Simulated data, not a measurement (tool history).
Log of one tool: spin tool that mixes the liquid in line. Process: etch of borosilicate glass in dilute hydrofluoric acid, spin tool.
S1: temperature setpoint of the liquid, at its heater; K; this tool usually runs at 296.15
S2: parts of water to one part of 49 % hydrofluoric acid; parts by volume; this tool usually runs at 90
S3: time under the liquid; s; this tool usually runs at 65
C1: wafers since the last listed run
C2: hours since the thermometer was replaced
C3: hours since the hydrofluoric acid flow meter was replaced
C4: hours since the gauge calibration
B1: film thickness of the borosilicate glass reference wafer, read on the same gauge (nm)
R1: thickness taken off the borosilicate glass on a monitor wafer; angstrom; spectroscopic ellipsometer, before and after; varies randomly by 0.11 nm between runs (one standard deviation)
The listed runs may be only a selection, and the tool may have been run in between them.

| run | hour | S1 | S2 | S3 | C1 | C2 | C3 | C4 | B1 | R1 |
|---|---|---|---|---|---|---|---|---|---|---|
| 1 | 0.0 | 296.15 | 90 | 65 | 0 | 1478.1 | 1577.5 | 246.1 | 59.99 | 204.2 |
| 2 | 42.3 | 296.15 | 90 | 65 | 470 | 1520.4 | 1619.8 | 288.4 | 59.99 | 203.2 |
| 3 | 79.9 | 296.15 | 90 | 65 | 418 | 1558.0 | 1657.4 | 326.0 | 59.99 | 204.0 |
| 4 | 127.5 | 296.15 | 90 | 65 | 529 | 1605.6 | 1705.0 | 373.6 | 60.01 | 204.5 |
| 5 | 187.9 | 296.15 | 90 | 65 | 671 | 1666.0 | 1765.4 | 434.0 | 60.00 | 204.2 |
| 6 | 244.7 | 296.15 | 90 | 40 | 631 | 1722.8 | 1822.2 | 490.8 | 59.98 | 125.9 |
| 7 | 302.9 | 296.15 | 90 | 40 | 647 | 1781.0 | 1880.4 | 549.0 | 60.01 | 125.8 |
| 8 | 369.3 | 296.15 | 90 | 65 | 738 | 1847.4 | 1946.8 | 615.4 | 59.99 | 203.5 |
| 9 | 430.7 | 296.15 | 90 | 65 | 682 | 1908.8 | 2008.2 | 676.8 | 60.02 | 201.6 |
| 10 | 493.0 | 292.15 | 130 | 100 | 693 | 1971.1 | 2070.5 | 739.1 | 59.99 | 175.9 |
|  | 521.8 | gauge calibrated |
| 11 | 586.2 | 299.15 | 45 | 65 | 1036 | 2064.3 | 2163.7 | 64.4 | 60.02 | 485.9 |
| 12 | 642.0 | 299.15 | 65 | 65 | 620 | 2120.1 | 2219.5 | 120.2 | 60.01 | 324.2 |
|  | 648.1 | hydrofluoric acid flow meter replaced |
| 13 | 724.2 | 296.15 | 90 | 65 | 903 | 2202.3 | 76.1 | 202.4 | 59.97 | 214.3 |
| 14 | 805.1 | 294.15 | 75 | 65 | 899 | 2283.2 | 157.0 | 283.3 | 60.00 | 240.6 |
| 15 | 861.9 | 298.15 | 55 | 65 | 631 | 2340.0 | 213.8 | 340.1 | 59.97 | 395.1 |
| 16 | 964.8 | 298.15 | 90 | 80 | 1144 | 2442.9 | 316.7 | 443.0 | 60.01 | 281.6 |
|  | 979.6 | thermometer replaced |
| 17 | 1072.3 | 294.15 | 75 | 65 | 1184 | 92.7 | 424.2 | 550.5 | 60.01 | 239.7 |
| 18 | 1161.7 | 293.65 | 90 | 90 | 994 | 182.1 | 513.6 | 639.9 | 60.00 | 265.3 |
| 19 | 1256.6 | 292.15 | 130 | 40 | 1055 | 277.0 | 608.5 | 734.8 | 60.00 | 73.2 |

The logged runs with the hidden state left out (each run's random variation unchanged):
The hidden state here: liquid hotter than its thermometer reads (K); hydrofluoric acid flow below the setpoint (%); gauge reads high (%).
| run | R1 |
|---|---|
| 1 | 214.0 |
| 2 | 213.1 |
| 3 | 214.2 |
| 4 | 215.0 |
| 5 | 215.0 |
| 6 | 132.7 |
| 7 | 132.7 |
| 8 | 215.0 |
| 9 | 213.3 |
| 10 | 186.8 |
| 11 | 514.8 |
| 12 | 344.4 |
| 13 | 215.0 |
| 14 | 241.9 |
| 15 | 397.6 |
| 16 | 284.1 |
| 17 | 242.3 |
| 18 | 268.8 |
| 19 | 74.3 |
